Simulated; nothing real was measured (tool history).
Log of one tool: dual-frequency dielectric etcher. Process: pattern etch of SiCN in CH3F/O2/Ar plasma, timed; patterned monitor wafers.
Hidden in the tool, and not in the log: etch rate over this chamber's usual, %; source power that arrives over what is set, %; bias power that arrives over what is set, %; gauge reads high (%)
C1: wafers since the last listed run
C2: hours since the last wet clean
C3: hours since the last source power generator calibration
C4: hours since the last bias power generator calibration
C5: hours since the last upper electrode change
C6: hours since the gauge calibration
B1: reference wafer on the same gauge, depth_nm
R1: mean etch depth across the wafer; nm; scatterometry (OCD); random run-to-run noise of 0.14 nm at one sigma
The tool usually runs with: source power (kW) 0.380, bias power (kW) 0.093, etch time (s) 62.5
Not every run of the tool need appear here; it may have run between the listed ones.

{"run": 1, "day": 0.0, "source power (kW)": 0.35, "bias power (kW)": 0.093, "etch time (s)": 70.0, "C1": 0, "C2": 280.3, "C3": 2512.8, "C4": 3997.9, "C5": 6062.8, "C6": 164.6, "B1": 27.4, "R1": 30.36}
{"run": 2, "day": 0.692, "source power (kW)": 0.38, "bias power (kW)": 0.087, "etch time (s)": 51.5, "C1": 168, "C2": 296.9, "C3": 2529.4, "C4": 4014.5, "C5": 6079.4, "C6": 181.2, "B1": 27.41, "R1": 22.55}
{"run": 3, "day": 1.229, "source power (kW)": 0.38, "bias power (kW)": 0.093, "etch time (s)": 62.5, "C1": 131, "C2": 309.8, "C3": 2542.3, "C4": 4027.4, "C5": 6092.3, "C6": 194.1, "B1": 27.42, "R1": 28.25}
{"day": 2.075, "done": "source power generator calibrated"}
{"day": 2.429, "done": "upper electrode replaced"}
{"run": 4, "day": 2.45, "source power (kW)": 0.38, "bias power (kW)": 0.093, "etch time (s)": 62.5, "C1": 171, "C2": 339.1, "C3": 9.0, "C4": 4056.7, "C5": 0.5, "C6": 223.4, "B1": 27.39, "R1": 28.22}
{"run": 5, "day": 2.467, "source power (kW)": 0.38, "bias power (kW)": 0.093, "etch time (s)": 62.5, "C1": 4, "C2": 339.5, "C3": 9.4, "C4": 4057.1, "C5": 0.9, "C6": 223.8, "B1": 27.4, "R1": 28.07}
{"run": 6, "day": 2.479, "source power (kW)": 0.38, "bias power (kW)": 0.093, "etch time (s)": 62.5, "C1": 3, "C2": 339.8, "C3": 9.7, "C4": 4057.4, "C5": 1.2, "C6": 224.1, "B1": 27.42, "R1": 28.19}
{"run": 7, "day": 2.979, "source power (kW)": 0.33, "bias power (kW)": 0.078, "etch time (s)": 62.5, "C1": 122, "C2": 351.8, "C3": 21.7, "C4": 4069.4, "C5": 13.2, "C6": 236.1, "B1": 27.39, "R1": 24.51}
{"run": 8, "day": 3.438, "source power (kW)": 0.3, "bias power (kW)": 0.103, "etch time (s)": 72.5, "C1": 111, "C2": 362.8, "C3": 32.7, "C4": 4080.4, "C5": 24.2, "C6": 247.1, "B1": 27.4, "R1": 31.03}
{"run": 9, "day": 3.925, "source power (kW)": 0.38, "bias power (kW)": 0.093, "etch time (s)": 71.5, "C1": 118, "C2": 374.5, "C3": 44.4, "C4": 4092.1, "C5": 35.9, "C6": 258.8, "B1": 27.38, "R1": 32.25}
{"run": 10, "day": 4.55, "source power (kW)": 0.38, "bias power (kW)": 0.093, "etch time (s)": 69.5, "C1": 152, "C2": 389.5, "C3": 59.4, "C4": 4107.1, "C5": 50.9, "C6": 273.8, "B1": 27.39, "R1": 31.5}
{"day": 5.575, "done": "gauge calibrated"}
{"day": 6.354, "done": "wet clean of the chamber"}
{"run": 11, "day": 6.375, "source power (kW)": 0.46, "bias power (kW)": 0.093, "etch time (s)": 55.0, "C1": 201, "C2": 0.5, "C3": 103.2, "C4": 4150.9, "C5": 94.7, "C6": 19.2, "B1": 27.4, "R1": 27.06}
{"run": 12, "day": 6.496, "source power (kW)": 0.38, "bias power (kW)": 0.093, "etch time (s)": 53.0, "C1": 29, "C2": 3.4, "C3": 106.1, "C4": 4153.8, "C5": 97.6, "C6": 22.1, "B1": 27.42, "R1": 23.83}
{"run": 13, "day": 6.796, "source power (kW)": 0.3, "bias power (kW)": 0.103, "etch time (s)": 72.5, "C1": 73, "C2": 10.6, "C3": 113.3, "C4": 4161.0, "C5": 104.8, "C6": 29.3, "B1": 27.42, "R1": 31.06}
{"run": 14, "day": 7.154, "source power (kW)": 0.38, "bias power (kW)": 0.085, "etch time (s)": 72.5, "C1": 87, "C2": 19.2, "C3": 121.9, "C4": 4169.6, "C5": 113.4, "C6": 37.9, "B1": 27.4, "R1": 31.19}
{"run": 15, "day": 7.688, "source power (kW)": 0.38, "bias power (kW)": 0.093, "etch time (s)": 62.5, "C1": 130, "C2": 32.0, "C3": 134.7, "C4": 4182.4, "C5": 126.2, "C6": 50.7, "B1": 27.4, "R1": 28.27}
{"run": 16, "day": 8.271, "source power (kW)": 0.3, "bias power (kW)": 0.083, "etch time (s)": 54.0, "C1": 142, "C2": 46.0, "C3": 148.7, "C4": 4196.4, "C5": 140.2, "C6": 64.7, "B1": 27.38, "R1": 20.89}
{"run": 17, "day": 8.808, "source power (kW)": 0.35, "bias power (kW)": 0.08, "etch time (s)": 78.0, "C1": 131, "C2": 58.9, "C3": 161.6, "C4": 4209.3, "C5": 153.1, "C6": 77.6, "B1": 27.42, "R1": 31.57}
{"run": 18, "day": 9.275, "source power (kW)": 0.38, "bias power (kW)": 0.093, "etch time (s)": 62.5, "C1": 113, "C2": 70.1, "C3": 172.8, "C4": 4220.5, "C5": 164.3, "C6": 88.8, "B1": 27.42, "R1": 28.21}
{"run": 19, "day": 9.533, "source power (kW)": 0.38, "bias power (kW)": 0.102, "etch time (s)": 62.5, "C1": 63, "C2": 76.3, "C3": 179.0, "C4": 4226.7, "C5": 170.5, "C6": 95.0, "B1": 27.43, "R1": 29.43}
{"run": 20, "day": 9.846, "source power (kW)": 0.33, "bias power (kW)": 0.107, "etch time (s)": 51.0, "C1": 76, "C2": 83.8, "C3": 186.5, "C4": 4234.2, "C5": 178.0, "C6": 102.5, "B1": 27.37, "R1": 23.01}
{"day": 10.292, "done": "bias power generator calibrated"}
{"run": 21, "day": 10.454, "source power (kW)": 0.38, "bias power (kW)": 0.093, "etch time (s)": 71.5, "C1": 107, "C2": 98.4, "C3": 201.1, "C4": 3.9, "C5": 192.6, "C6": 117.1, "B1": 27.38, "R1": 32.25}
{"run": 22, "day": 11.071, "source power (kW)": 0.38, "bias power (kW)": 0.093, "etch time (s)": 62.5, "C1": 150, "C2": 113.2, "C3": 215.9, "C4": 18.7, "C5": 207.4, "C6": 131.9, "B1": 27.41, "R1": 28.12}
{"run": 23, "day": 11.325, "source power (kW)": 0.38, "bias power (kW)": 0.093, "etch time (s)": 62.5, "C1": 62, "C2": 119.3, "C3": 222.0, "C4": 24.8, "C5": 213.5, "C6": 138.0, "B1": 27.41, "R1": 28.04}
{"run": 24, "day": 13.567, "source power (kW)": 0.32, "bias power (kW)": 0.093, "etch time (s)": 73.5, "C1": 546, "C2": 173.1, "C3": 275.8, "C4": 78.6, "C5": 267.3, "C6": 191.8, "B1": 27.39, "R1": 30.61}
{"run": 25, "day": 14.025, "source power (kW)": 0.38, "bias power (kW)": 0.112, "etch time (s)": 46.5, "C1": 111, "C2": 184.1, "C3": 286.8, "C4": 89.6, "C5": 278.3, "C6": 202.8, "B1": 27.39, "R1": 22.66}
{"run": 26, "day": 14.65, "source power (kW)": 0.38, "bias power (kW)": 0.093, "etch time (s)": 62.5, "C1": 152, "C2": 199.1, "C3": 301.8, "C4": 104.6, "C5": 293.3, "C6": 217.8, "B1": 27.38, "R1": 28.14}
{"run": 27, "day": 14.933, "source power (kW)": 0.38, "bias power (kW)": 0.114, "etch time (s)": 62.5, "C1": 69, "C2": 205.9, "C3": 308.6, "C4": 111.4, "C5": 300.1, "C6": 224.6, "B1": 27.39, "R1": 31.14}
{"run": 28, "day": 15.246, "source power (kW)": 0.33, "bias power (kW)": 0.105, "etch time (s)": 62.5, "C1": 76, "C2": 213.4, "C3": 316.1, "C4": 118.9, "C5": 307.6, "C6": 232.1, "B1": 27.41, "R1": 28.0}
{"run": 29, "day": 15.717, "source power (kW)": 0.3, "bias power (kW)": 0.103, "etch time (s)": 72.5, "C1": 114, "C2": 224.7, "C3": 327.4, "C4": 130.2, "C5": 318.9, "C6": 243.4, "B1": 27.42, "R1": 31.03}

Each row is a separate what-if for the run after 29, all from the same tool condition, not one after another. Results?
{"run": "A", "day": 15.733, "source power (kW)": 0.38, "bias power (kW)": 0.093, "etch time (s)": 62.5, "C1": 4, "C2": 225.1, "C3": 327.8, "C4": 130.6, "C5": 319.3, "C6": 243.8, "B1": "?", "R1": "?"}
{"run": "B", "day": 15.733, "source power (kW)": 0.41, "bias power (kW)": 0.104, "etch time (s)": 62.5, "C1": 4, "C2": 225.1, "C3": 327.8, "C4": 130.6, "C5": 319.3, "C6": 243.8, "B1": "?", "R1": "?"}
{"run": "C", "day": 15.733, "source power (kW)": 0.38, "bias power (kW)": 0.083, "etch time (s)": 62.5, "C1": 4, "C2": 225.1, "C3": 327.8, "C4": 130.6, "C5": 319.3, "C6": 243.8, "B1": "?", "R1": "?"}
{"run": "D", "day": 15.733, "source power (kW)": 0.45, "bias power (kW)": 0.093, "etch time (s)": 49.0, "C1": 4, "C2": 225.1, "C3": 327.8, "C4": 130.6, "C5": 319.3, "C6": 243.8, "B1": "?", "R1": "?"}
{"run": "E", "day": 15.733, "source power (kW)": 0.43, "bias power (kW)": 0.093, "etch time (s)": 62.5, "C1": 4, "C2": 225.1, "C3": 327.8, "C4": 130.6, "C5": 319.3, "C6": 243.8, "B1": "?", "R1": "?"}

run=A B1=27.42 R1=28.12
run=B B1=27.42 R1=30.57
run=C B1=27.42 R1=26.68
run=D B1=27.42 R1=23.68
run=E B1=27.42 R1=29.63
Without the tool's unlogged condition, the same runs would have read:
run=A R1=28.12
run=B R1=30.57
run=C R1=26.68
run=D R1=23.68
run=E R1=29.63
